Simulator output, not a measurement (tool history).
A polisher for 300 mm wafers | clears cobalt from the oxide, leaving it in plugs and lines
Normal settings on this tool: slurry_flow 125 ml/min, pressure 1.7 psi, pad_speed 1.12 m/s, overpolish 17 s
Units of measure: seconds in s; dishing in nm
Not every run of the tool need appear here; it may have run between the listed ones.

run,hour,slurry_flow,pressure,pad_speed,overpolish,"incoming thickness of the incoming film, nm",seconds,dishing
1,0,125,1.7,1.12,21,200,55.4,52.8
# hour 12: worn pad replaced by a new one
2,14.1,125,1.7,1.12,17,198.9,50.6,47.9
3,31.8,125,1.7,1.12,17,199.4,51.3,48.9
4,40.5,125,1.7,1.12,17,203.4,52.1,50.2
5,54.7,110,1.7,1.12,17,200.1,55.1,46.7
6,62.4,125,1.7,1.12,17,198,52.2,48.5
7,72.9,125,1.7,1.12,17,199.6,53.7,46.9
# hour 117.5: worn pad replaced by a new one
8,118,125,1.7,1.12,17,202,49.6,47.4
9,126.2,125,1.7,1.12,17,201.2,51.1,47.5
10,142.8,125,1.7,1.12,17,201.3,51.9,46.4
11,154.7,125,1.7,1.3,17,199.9,46,52.5
12,167.5,125,1.7,1.3,17,200.5,47.4,50.3
# hour 168.9: slurry nozzle cleaned
13,189.4,125,1.7,1.12,17,199.2,53.6,46.1
14,200.9,125,1.7,1.12,17,199.8,55.6,46.2
15,213.6,125,1.7,1.12,17,200.5,57.1,45.6
16,224.2,160,1.5,1.44,21,195.7,47,54.7
# hour 233.6: worn pad replaced by a new one
17,239.6,125,2.1,1.34,9,200,36.2,41.5
# hour 250.3: head pressure recalibrated
18,250.8,100,1.7,0.74,11,199.5,77.8,25.3
19,258.5,125,1.1,0.72,9,202.1,117.9,15.5
20,269.6,125,1.7,1.12,17,200.3,54,47.9
21,281.9,125,2.2,1.12,17,199.2,41.3,55.6
22,288.5,125,1.7,1.12,10,200.3,54,31.3
23,299.5,125,1.7,1.12,13,199.6,54.4,38.5
24,316.5,125,1.7,1.12,17,203.9,57.1,45.9

3 options for the next run, each taken on its own from the tool as it stands now. Forecast them:
A,316.9,125,1.7,1.12,17,200.9,?,?
B,316.9,125,2,1.12,26,200.9,?,?
C,316.9,100,1.7,1.12,10,200.9,?,?

run,seconds,dishing
A,55.8,46.5
B,47.4,64.4
C,59.1,30.3
Without the tool's hidden state the same runs would have given:
run,seconds,dishing
A,49.5,50.2
B,42.1,67.8
C,52.4,33.2
